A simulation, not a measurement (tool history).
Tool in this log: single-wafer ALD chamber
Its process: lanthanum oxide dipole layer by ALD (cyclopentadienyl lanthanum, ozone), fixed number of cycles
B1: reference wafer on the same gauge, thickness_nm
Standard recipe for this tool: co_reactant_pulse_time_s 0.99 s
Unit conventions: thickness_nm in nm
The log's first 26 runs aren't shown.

Run 27, hour 679.1: usual settings but co_reactant_pulse_time_s 0.77 s; B1 0.638. Result: thickness_nm 0.479 nm.
Run 28, hour 701.1: usual settings but co_reactant_pulse_time_s 0.73 s; B1 0.638. Result: thickness_nm 0.461 nm.
Run 29, hour 716.7: usual settings but co_reactant_pulse_time_s 1.31 s; B1 0.638. Result: thickness_nm 0.578 nm.
Run 30, hour 733.5: usual settings but co_reactant_pulse_time_s 0.68 s; B1 0.637. Result: thickness_nm 0.444 nm.
Run 31, hour 762.3: usual settings; B1 0.638. Result: thickness_nm 0.526 nm.
Run 32, hour 781: usual settings; B1 0.639. Result: thickness_nm 0.526 nm.
Run 33, hour 816.2: usual settings but co_reactant_pulse_time_s 1.33 s; B1 0.638. Result: thickness_nm 0.571 nm.
At hour 830.5: gauge calibrated.
Run 34, hour 847.6: usual settings but co_reactant_pulse_time_s 0.8 s; B1 0.638. Result: thickness_nm 0.484 nm.

Each row is a separate what-if for the run after 34, all from the same tool condition, not one after another. Results?
Run A, hour 848: usual settings but co_reactant_pulse_time_s 0.76 s; B1 ?. Result: thickness_nm ?.
Run B, hour 848: usual settings but co_reactant_pulse_time_s 1.37 s; B1 ?. Result: thickness_nm ?.
Run C, hour 848: usual settings but co_reactant_pulse_time_s 0.74 s; B1 ?. Result: thickness_nm ?.
Run D, hour 848: usual settings but co_reactant_pulse_time_s 0.78 s; B1 ?. Result: thickness_nm ?.

run     B1  thickness_nm
  A  0.638         0.467
  B  0.638         0.575
  C  0.638         0.461
  D  0.638         0.474
What these runs would have given with no unlogged condition in the tool:
run  thickness_nm
  A         0.477
  B          0.58
  C         0.471
  D         0.483

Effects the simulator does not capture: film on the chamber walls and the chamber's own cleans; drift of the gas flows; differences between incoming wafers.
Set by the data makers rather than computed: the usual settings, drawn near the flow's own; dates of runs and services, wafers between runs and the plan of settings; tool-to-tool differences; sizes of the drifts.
